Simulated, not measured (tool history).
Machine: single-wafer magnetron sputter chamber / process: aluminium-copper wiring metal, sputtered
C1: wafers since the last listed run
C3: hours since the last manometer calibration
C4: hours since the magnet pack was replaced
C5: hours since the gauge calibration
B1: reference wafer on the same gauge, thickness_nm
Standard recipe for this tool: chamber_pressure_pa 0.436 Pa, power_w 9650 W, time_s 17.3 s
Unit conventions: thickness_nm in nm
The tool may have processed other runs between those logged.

{"run": 1, "hour": 0.0, "chamber_pressure_pa": 0.312, "power_w": 9650, "time_s": 17.3, "C1": 0, "wafers on the sputter target": 889, "C3": 1231.7, "C4": 9199.7, "C5": 347.9, "B1": 271.957, "thickness_nm": 317.903}
{"run": 2, "hour": 9.1, "chamber_pressure_pa": 0.436, "power_w": 9650, "time_s": 17.3, "C1": 362, "wafers on the sputter target": 1252, "C3": 1240.8, "C4": 9208.8, "C5": 357, "B1": 272.121, "thickness_nm": 286.288}
{"run": 3, "hour": 26.6, "chamber_pressure_pa": 0.436, "power_w": 9650, "time_s": 17.3, "C1": 697, "wafers on the sputter target": 1950, "C3": 1258.3, "C4": 9226.3, "C5": 374.5, "B1": 272.487, "thickness_nm": 283.648}
{"run": 4, "hour": 37.8, "chamber_pressure_pa": 0.436, "power_w": 8700, "time_s": 17.3, "C1": 446, "wafers on the sputter target": 2397, "C3": 1269.5, "C4": 9237.5, "C5": 385.7, "B1": 271.979, "thickness_nm": 258.043}
{"run": 5, "hour": 61.2, "chamber_pressure_pa": 0.436, "power_w": 8750, "time_s": 16, "C1": 933, "wafers on the sputter target": 3330, "C3": 1292.9, "C4": 9260.9, "C5": 409.1, "B1": 272.125, "thickness_nm": 237.29}
{"run": 6, "hour": 70.6, "chamber_pressure_pa": 0.436, "power_w": 8750, "time_s": 16, "C1": 374, "wafers on the sputter target": 3704, "C3": 1302.3, "C4": 9270.3, "C5": 418.5, "B1": 272.257, "thickness_nm": 238.285}
{"run": 7, "hour": 78.3, "chamber_pressure_pa": 0.436, "power_w": 8750, "time_s": 16, "C1": 307, "wafers on the sputter target": 4011, "C3": 1310, "C4": 9278, "C5": 426.2, "B1": 271.909, "thickness_nm": 238.762}
{"hour": 81.2, "done": "gauge calibrated"}
{"hour": 96.1, "done": "sputter target and shields replaced"}
{"run": 8, "hour": 96.6, "chamber_pressure_pa": 0.436, "power_w": 9650, "time_s": 17.3, "C1": 410, "wafers on the sputter target": 20, "C3": 1328.3, "C4": 9296.3, "C5": 15.4, "B1": 271.86, "thickness_nm": 273.14}
{"run": 9, "hour": 103.4, "chamber_pressure_pa": 0.517, "power_w": 9650, "time_s": 16.4, "C1": 271, "wafers on the sputter target": 291, "C3": 1335.1, "C4": 9303.1, "C5": 22.2, "B1": 271.673, "thickness_nm": 242.784}
{"run": 10, "hour": 111.2, "chamber_pressure_pa": 0.517, "power_w": 9650, "time_s": 16.4, "C1": 311, "wafers on the sputter target": 602, "C3": 1342.9, "C4": 9310.9, "C5": 30, "B1": 271.97, "thickness_nm": 239.55}
{"run": 11, "hour": 123.1, "chamber_pressure_pa": 0.563, "power_w": 10400, "time_s": 17.3, "C1": 474, "wafers on the sputter target": 1077, "C3": 1354.8, "C4": 9322.8, "C5": 41.9, "B1": 271.883, "thickness_nm": 260.909}
{"run": 12, "hour": 135.3, "chamber_pressure_pa": 0.436, "power_w": 11050, "time_s": 17.3, "C1": 486, "wafers on the sputter target": 1563, "C3": 1367, "C4": 9335, "C5": 54.1, "B1": 272.071, "thickness_nm": 303.864}
{"run": 13, "hour": 180.6, "chamber_pressure_pa": 0.436, "power_w": 9650, "time_s": 17.3, "C1": 1806, "wafers on the sputter target": 3369, "C3": 1412.3, "C4": 9380.3, "C5": 99.4, "B1": 272.17, "thickness_nm": 265.196}
{"hour": 194.8, "done": "sputter target and shields replaced, repeated, since the last time left the tool worse"}
{"run": 14, "hour": 196.9, "chamber_pressure_pa": 0.436, "power_w": 11950, "time_s": 19.3, "C1": 330, "wafers on the sputter target": 83, "C3": 1428.6, "C4": 9396.6, "C5": 115.7, "B1": 271.606, "thickness_nm": 398.552}
{"run": 15, "hour": 214.3, "chamber_pressure_pa": 0.536, "power_w": 8900, "time_s": 18.7, "C1": 693, "wafers on the sputter target": 777, "C3": 1446, "C4": 9414, "C5": 133.1, "B1": 271.905, "thickness_nm": 265.453}
{"run": 16, "hour": 229.0, "chamber_pressure_pa": 0.436, "power_w": 9650, "time_s": 17.3, "C1": 586, "wafers on the sputter target": 1363, "C3": 1460.7, "C4": 9428.7, "C5": 147.8, "B1": 272.359, "thickness_nm": 286.694}
{"run": 17, "hour": 241.4, "chamber_pressure_pa": 0.592, "power_w": 11950, "time_s": 14.5, "C1": 494, "wafers on the sputter target": 1857, "C3": 1473.1, "C4": 9441.1, "C5": 160.2, "B1": 271.937, "thickness_nm": 254.986}
{"run": 18, "hour": 255.0, "chamber_pressure_pa": 0.436, "power_w": 9650, "time_s": 17.3, "C1": 542, "wafers on the sputter target": 2399, "C3": 1486.7, "C4": 9454.7, "C5": 173.8, "B1": 271.726, "thickness_nm": 283.385}
{"run": 19, "hour": 272.8, "chamber_pressure_pa": 0.344, "power_w": 9000, "time_s": 19.5, "C1": 709, "wafers on the sputter target": 3109, "C3": 1504.5, "C4": 9472.5, "C5": 191.6, "B1": 271.814, "thickness_nm": 324.642}
{"hour": 282.2, "done": "capacitance manometer re-zeroed and calibrated"}
{"run": 20, "hour": 284.5, "chamber_pressure_pa": 0.571, "power_w": 11000, "time_s": 14.1, "C1": 147, "wafers on the sputter target": 3257, "C3": 2.3, "C4": 9484.2, "C5": 203.3, "B1": 271.925, "thickness_nm": 230.468}
{"run": 21, "hour": 299.2, "chamber_pressure_pa": 0.371, "power_w": 8400, "time_s": 17.3, "C1": 586, "wafers on the sputter target": 3843, "C3": 17, "C4": 9498.9, "C5": 218, "B1": 272.003, "thickness_nm": 263.073}
{"hour": 314.6, "done": "sputter target and shields replaced"}
{"run": 22, "hour": 315.1, "chamber_pressure_pa": 0.591, "power_w": 10850, "time_s": 16.3, "C1": 314, "wafers on the sputter target": 21, "C3": 32.9, "C4": 9514.8, "C5": 233.9, "B1": 272.14, "thickness_nm": 270.26}
{"run": 23, "hour": 318.3, "chamber_pressure_pa": 0.263, "power_w": 8050, "time_s": 18.3, "C1": 127, "wafers on the sputter target": 149, "C3": 36.1, "C4": 9518, "C5": 237.1, "B1": 272.106, "thickness_nm": 305.603}
{"run": 24, "hour": 333.3, "chamber_pressure_pa": 0.517, "power_w": 9650, "time_s": 16.4, "C1": 598, "wafers on the sputter target": 747, "C3": 51.1, "C4": 9533, "C5": 252.1, "B1": 272.026, "thickness_nm": 255.671}
{"hour": 346.5, "done": "magnet pack replaced"}
{"run": 25, "hour": 347.0, "chamber_pressure_pa": 0.34, "power_w": 9650, "time_s": 18.7, "C1": 227, "wafers on the sputter target": 974, "C3": 64.8, "C4": 0.5, "C5": 265.8, "B1": 272.367, "thickness_nm": 337.569}
{"run": 26, "hour": 358.7, "chamber_pressure_pa": 0.436, "power_w": 9650, "time_s": 17.3, "C1": 466, "wafers on the sputter target": 1441, "C3": 76.5, "C4": 12.2, "C5": 277.5, "B1": 271.842, "thickness_nm": 285.779}
{"run": 27, "hour": 366.3, "chamber_pressure_pa": 0.318, "power_w": 12000, "time_s": 14.3, "C1": 303, "wafers on the sputter target": 1744, "C3": 84.1, "C4": 19.8, "C5": 285.1, "B1": 271.679, "thickness_nm": 320.593}
{"run": 28, "hour": 377.0, "chamber_pressure_pa": 0.436, "power_w": 10900, "time_s": 19.9, "C1": 426, "wafers on the sputter target": 2170, "C3": 94.8, "C4": 30.5, "C5": 295.8, "B1": 271.858, "thickness_nm": 365.936}
{"run": 29, "hour": 392.7, "chamber_pressure_pa": 0.503, "power_w": 11050, "time_s": 19.2, "C1": 625, "wafers on the sputter target": 2796, "C3": 110.5, "C4": 46.2, "C5": 311.5, "B1": 271.748, "thickness_nm": 335.01}
{"run": 30, "hour": 408.7, "chamber_pressure_pa": 0.436, "power_w": 9650, "time_s": 19.5, "C1": 637, "wafers on the sputter target": 3434, "C3": 126.5, "C4": 62.2, "C5": 327.5, "B1": 272.061, "thickness_nm": 318.55}
{"run": 31, "hour": 417.6, "chamber_pressure_pa": 0.436, "power_w": 9650, "time_s": 17.3, "C1": 354, "wafers on the sputter target": 3789, "C3": 135.4, "C4": 71.1, "C5": 336.4, "B1": 271.685, "thickness_nm": 281.014}
{"hour": 432.2, "done": "sputter target and shields replaced"}
{"run": 32, "hour": 433.3, "chamber_pressure_pa": 0.302, "power_w": 9650, "time_s": 14, "C1": 307, "wafers on the sputter target": 42, "C3": 151.1, "C4": 86.8, "C5": 352.1, "B1": 272.269, "thickness_nm": 265.119}
{"run": 33, "hour": 448.6, "chamber_pressure_pa": 0.298, "power_w": 9650, "time_s": 17.3, "C1": 610, "wafers on the sputter target": 652, "C3": 166.4, "C4": 102.1, "C5": 367.4, "B1": 271.863, "thickness_nm": 323.355}
{"run": 34, "hour": 465.9, "chamber_pressure_pa": 0.436, "power_w": 9650, "time_s": 19.3, "C1": 689, "wafers on the sputter target": 1342, "C3": 183.7, "C4": 119.4, "C5": 384.7, "B1": 272.061, "thickness_nm": 316.921}

Below are 4 alternative next runs, each starting from the tool's condition after run 34. Predict each:
{"run": "A", "hour": 466.3, "chamber_pressure_pa": 0.436, "power_w": 9650, "time_s": 17.3, "C1": 15, "wafers on the sputter target": 1357, "C3": 184.1, "C4": 119.8, "C5": 385.1, "B1": "?", "thickness_nm": "?"}
{"run": "B", "hour": 466.3, "chamber_pressure_pa": 0.555, "power_w": 8000, "time_s": 19.3, "C1": 15, "wafers on the sputter target": 1357, "C3": 184.1, "C4": 119.8, "C5": 385.1, "B1": "?", "thickness_nm": "?"}
{"run": "C", "hour": 466.3, "chamber_pressure_pa": 0.502, "power_w": 11500, "time_s": 17.3, "C1": 15, "wafers on the sputter target": 1357, "C3": 184.1, "C4": 119.8, "C5": 385.1, "B1": "?", "thickness_nm": "?"}
{"run": "D", "hour": 466.3, "chamber_pressure_pa": 0.436, "power_w": 9650, "time_s": 20.2, "C1": 15, "wafers on the sputter target": 1357, "C3": 184.1, "C4": 119.8, "C5": 385.1, "B1": "?", "thickness_nm": "?"}

run=A B1=271.766 thickness_nm=284.802
run=B B1=271.766 thickness_nm=242.452
run=C B1=271.766 thickness_nm=316.892
run=D B1=271.766 thickness_nm=332.544
The same runs, with their run-to-run variation unchanged, on a tool lacking any hidden condition would have given:
run=A thickness_nm=293.307
run=B thickness_nm=249.692
run=C thickness_nm=326.355
run=D thickness_nm=342.474
